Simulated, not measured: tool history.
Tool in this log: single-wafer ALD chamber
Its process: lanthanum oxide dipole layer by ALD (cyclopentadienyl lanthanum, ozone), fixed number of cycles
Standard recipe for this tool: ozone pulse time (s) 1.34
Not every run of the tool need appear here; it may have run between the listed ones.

| run | hour | ozone pulse time (s) | read-back reference wafer on the same gauge, thickness_nm | mean film thickness on the monitor wafer (angstrom) |
|---|---|---|---|---|
| 1 | 0.0 | 1.75 | 0.496 | 5.84 |
| 2 | 26.7 | 1.34 | 0.496 | 5.49 |
| 3 | 57.8 | 1.34 | 0.496 | 5.53 |
| 4 | 79.1 | 1.34 | 0.496 | 5.52 |
| 5 | 102.2 | 1.34 | 0.496 | 5.56 |
| 6 | 122.2 | 1.34 | 0.496 | 5.53 |
| 7 | 144.4 | 1.34 | 0.496 | 5.51 |
| 8 | 169.6 | 1.61 | 0.496 | 5.79 |
| 9 | 190.6 | 1.61 | 0.496 | 5.79 |
|  | 226.8 | ozone generator serviced |
| 10 | 278.1 | 1.61 | 0.496 | 5.85 |
|  | 291.8 | gauge calibrated |
| 11 | 313.9 | 1.00 | 0.496 | 5.17 |
| 12 | 329.0 | 1.34 | 0.497 | 5.65 |
| 13 | 341.7 | 1.34 | 0.496 | 5.63 |
| 14 | 353.8 | 1.55 | 0.496 | 5.80 |
|  | 364.3 | showerhead replaced |
| 15 | 377.4 | 0.84 | 0.496 | 4.85 |
|  | 392.5 | thermocouple changed; heater temperature recalibrated |
| 16 | 483.8 | 1.50 | 0.496 | 5.76 |
| 17 | 518.6 | 0.96 | 0.496 | 5.07 |
| 18 | 532.4 | 1.51 | 0.496 | 5.75 |
| 19 | 551.2 | 1.52 | 0.496 | 5.73 |
| 20 | 567.0 | 1.19 | 0.496 | 5.45 |

Predict the results of run 21:
| 21 | 600.1 | 1.18 | ? | ? |

Run 21 came out at read-back reference wafer on the same gauge, thickness_nm 0.496, mean film thickness on the monitor wafer (angstrom) 5.40.
Take away the tool's hidden state, keep the run-to-run variation as it was, and the same run would have given mean film thickness on the monitor wafer (angstrom) 5.53.

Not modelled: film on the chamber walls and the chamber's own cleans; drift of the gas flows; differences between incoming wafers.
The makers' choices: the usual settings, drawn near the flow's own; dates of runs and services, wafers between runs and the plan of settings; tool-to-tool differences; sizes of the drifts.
